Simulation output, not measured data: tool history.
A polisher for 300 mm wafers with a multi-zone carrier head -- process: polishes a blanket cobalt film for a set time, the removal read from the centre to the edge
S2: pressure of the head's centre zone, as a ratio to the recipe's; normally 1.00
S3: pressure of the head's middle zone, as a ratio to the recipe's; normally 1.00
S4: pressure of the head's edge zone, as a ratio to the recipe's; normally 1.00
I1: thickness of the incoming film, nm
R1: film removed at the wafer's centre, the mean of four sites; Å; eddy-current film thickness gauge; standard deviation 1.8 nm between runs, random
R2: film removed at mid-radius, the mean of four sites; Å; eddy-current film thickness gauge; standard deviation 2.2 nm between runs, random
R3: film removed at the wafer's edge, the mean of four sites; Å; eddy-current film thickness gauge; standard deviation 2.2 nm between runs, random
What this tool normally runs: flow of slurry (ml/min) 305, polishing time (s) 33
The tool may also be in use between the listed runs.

Run 1, hour 0.0: usual settings but S4 0.93, polishing time (s) 38; I1 706.6. Result: R1 2931 Å, R2 2580 Å, R3 2510 Å.
At hour 16.6: centre zone pressure recalibrated.
Run 2, hour 168.7: usual settings but S2 0.97, S3 0.95, polishing time (s) 24; I1 686.1. Result: R1 1649 Å, R2 1573 Å, R3 1624 Å.
Run 3, hour 242.7: usual settings but flow of slurry (ml/min) 210; I1 689.4. Result: R1 2270 Å, R2 2167 Å, R3 2142 Å.
At hour 262.3: worn pad replaced by a new one, of another model than before.
Run 4, hour 333.3: usual settings but S3 0.92; I1 690.3. Result: R1 2411 Å, R2 2068 Å, R3 2213 Å.
Run 5, hour 426.8: usual settings; I1 702.3. Result: R1 2428 Å, R2 2242 Å, R3 2226 Å.
Run 6, hour 513.0: usual settings but S2 1.12, S3 0.95; I1 697.5. Result: R1 2714 Å, R2 2148 Å, R3 2265 Å.
Run 7, hour 578.7: usual settings but flow of slurry (ml/min) 350, S4 1.05, polishing time (s) 37; I1 707.1. Result: R1 2803 Å, R2 2545 Å, R3 2619 Å.
At hour 604.4: centre zone pressure recalibrated.
At hour 605.1: slurry nozzle cleaned.
Run 8, hour 642.2: usual settings but flow of slurry (ml/min) 350, S3 1.06; I1 705.9. Result: R1 2332 Å, R2 2401 Å, R3 2264 Å.
Run 9, hour 717.6: usual settings but S2 0.95, S4 0.91; I1 704.4. Result: R1 2221 Å, R2 2228 Å, R3 2172 Å.
Run 10, hour 754.4: usual settings; I1 691.8. Result: R1 2362 Å, R2 2261 Å, R3 2205 Å.

What will run 11 give?
At hour 819.1: carrier head's membrane replaced by a new one.
Run 11, hour 824.4: usual settings but flow of slurry (ml/min) 395; I1 705.2. Result: R1 ?, R2 ?, R3 ?.

{"run 11": {"R1": 2463, "R2": 2284, "R3": 2304}}
With no hidden state in the tool, this same run would have given R1 2306 Å, R2 2285 Å, R3 2304 Å.

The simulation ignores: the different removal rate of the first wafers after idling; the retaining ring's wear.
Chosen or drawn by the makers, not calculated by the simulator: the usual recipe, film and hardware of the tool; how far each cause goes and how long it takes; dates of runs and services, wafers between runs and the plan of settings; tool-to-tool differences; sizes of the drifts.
